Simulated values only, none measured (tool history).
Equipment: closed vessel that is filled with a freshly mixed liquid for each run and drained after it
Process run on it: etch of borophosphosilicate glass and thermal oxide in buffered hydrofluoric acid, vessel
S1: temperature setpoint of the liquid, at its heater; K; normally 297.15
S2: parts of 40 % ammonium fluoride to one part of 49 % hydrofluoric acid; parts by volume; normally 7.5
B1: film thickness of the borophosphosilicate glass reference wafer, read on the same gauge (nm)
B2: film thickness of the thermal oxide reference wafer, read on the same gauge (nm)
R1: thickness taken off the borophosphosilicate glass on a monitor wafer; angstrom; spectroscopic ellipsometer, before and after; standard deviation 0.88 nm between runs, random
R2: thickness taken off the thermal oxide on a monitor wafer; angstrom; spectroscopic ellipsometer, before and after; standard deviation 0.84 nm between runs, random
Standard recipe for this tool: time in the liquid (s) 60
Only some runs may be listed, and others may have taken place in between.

run 1 hour=0 | S1=298.15 S2=7.5 time_in_the_liquid_(s)=60 | B1=99.97 B2=119.99 | R1=1273 R2=852.9
run 2 hour=23.7 | S1=298.15 S2=7.5 time_in_the_liquid_(s)=60 | B1=99.96 B2=120 | R1=1280.1 R2=855.7
run 3 hour=45 | S1=297.15 S2=7.5 time_in_the_liquid_(s)=75 | B1=100 B2=120.02 | R1=1513.8 R2=1001.7
run 4 hour=70.6 | S1=297.15 S2=7.5 time_in_the_liquid_(s)=60 | B1=99.98 B2=120.03 | R1=1205 R2=806.7
run 5 hour=91.8 | S1=297.15 S2=7.5 time_in_the_liquid_(s)=60 | B1=99.98 B2=119.98 | R1=1201.3 R2=799.9
run 6 hour=125.6 | S1=294.65 S2=9.5 time_in_the_liquid_(s)=95 | B1=100.01 B2=120.03 | R1=1346.9 R2=906.5
run 7 hour=143.6 | S1=301.65 S2=5 time_in_the_liquid_(s)=40 | B1=99.99 B2=119.98 | R1=1477.2 R2=1004.9
run 8 hour=172.4 | S1=294.15 S2=9.5 time_in_the_liquid_(s)=40 | B1=99.99 B2=120 | R1=541.9 R2=370.9
run 9 hour=199.2 | S1=299.15 S2=5.5 time_in_the_liquid_(s)=60 | B1=100.02 B2=120.01 | R1=1785.6 R2=1201.9
run 10 hour=212 | S1=300.15 S2=9.5 time_in_the_liquid_(s)=85 | B1=100.01 B2=120.01 | R1=1603.1 R2=1075.1
-- hour=272.4 hydrofluoric acid flow meter replaced
run 11 hour=291.6 | S1=297.15 S2=7.5 time_in_the_liquid_(s)=60 | B1=100.01 B2=119.98 | R1=1277.3 R2=855.2
run 12 hour=311.8 | S1=294.15 S2=8.5 time_in_the_liquid_(s)=75 | B1=99.98 B2=120 | R1=1180.2 R2=779.1
run 13 hour=346.8 | S1=295.15 S2=7.5 time_in_the_liquid_(s)=30 | B1=100.02 B2=119.99 | R1=572.4 R2=385.2
-- hour=360.7 thermometer replaced
run 14 hour=361.2 | S1=297.15 S2=5 time_in_the_liquid_(s)=90 | B1=100.01 B2=119.98 | R1=3004.2 R2=1991.1
run 15 hour=374.3 | S1=292.65 S2=5 time_in_the_liquid_(s)=60 | B1=99.98 B2=119.98 | R1=1576 R2=1012.2
run 16 hour=409.8 | S1=297.15 S2=7.5 time_in_the_liquid_(s)=60 | B1=100.01 B2=119.97 | R1=1370.8 R2=926.2
run 17 hour=434.8 | S1=297.15 S2=6.5 time_in_the_liquid_(s)=45 | B1=100.01 B2=119.95 | R1=1174.2 R2=795.1
run 18 hour=460.5 | S1=297.15 S2=7.5 time_in_the_liquid_(s)=60 | B1=99.99 B2=120.02 | R1=1360.8 R2=901.8
run 19 hour=476.8 | S1=297.15 S2=7.5 time_in_the_liquid_(s)=60 | B1=100.02 B2=120.01 | R1=1361.3 R2=913.6
run 20 hour=505.5 | S1=297.15 S2=7.5 time_in_the_liquid_(s)=90 | B1=99.99 B2=120.03 | R1=2024.2 R2=1366.4
run 21 hour=536.7 | S1=299.15 S2=9.5 time_in_the_liquid_(s)=75 | B1=99.97 B2=119.95 | R1=1499.4 R2=1008.8
run 22 hour=555.6 | S1=297.15 S2=9 time_in_the_liquid_(s)=60 | B1=99.99 B2=120.03 | R1=1101.6 R2=740.7
run 23 hour=590.3 | S1=297.15 S2=10.5 time_in_the_liquid_(s)=30 | B1=100 B2=120.02 | R1=485.9 R2=337.8
run 24 hour=609 | S1=297.15 S2=7.5 time_in_the_liquid_(s)=60 | B1=100 B2=119.99 | R1=1344.3 R2=894.6
run 25 hour=626.9 | S1=297.15 S2=7.5 time_in_the_liquid_(s)=60 | B1=99.99 B2=120.04 | R1=1325.6 R2=897.5

For each run, the measured value with the value that run would have given without the tool's hidden condition subtracted. The run-to-run variation is shared by both, the gauge scatter possibly not:
Hidden state at play: liquid colder than its thermometer reads (K); hydrofluoric acid flow below the setpoint (%); gauge reads high (%).
run=1 R1=-183.5 R2=-122.8
run=2 R1=-188.1 R2=-125.5
run=3 R1=-227.1 R2=-150
run=4 R1=-184.1 R2=-123
run=5 R1=-186.8 R2=-124.1
run=6 R1=-175.3 R2=-118.1
run=7 R1=-205.4 R2=-138.2
run=8 R1=-73.6 R2=-50.5
run=9 R1=-260.6 R2=-174.1
run=10 R1=-219.9 R2=-147.5
run=11 R1=-106 R2=-71.8
run=12 R1=-102 R2=-68.2
run=13 R1=-51.5 R2=-35.1
run=14 R1=-24.9 R2=-15.9
run=15 R1=-14.5 R2=-9.1
run=16 R1=-20.4 R2=-13.7
run=17 R1=-17.7 R2=-12
run=18 R1=-26.9 R2=-17.8
run=19 R1=-29 R2=-19.5
run=20 R1=-49.4 R2=-33.3
run=21 R1=-32 R2=-21.6
run=22 R1=-25.9 R2=-17.4
run=23 R1=-15.3 R2=-10.7
run=24 R1=-47.6 R2=-31.7
run=25 R1=-49.2 R2=-33.4
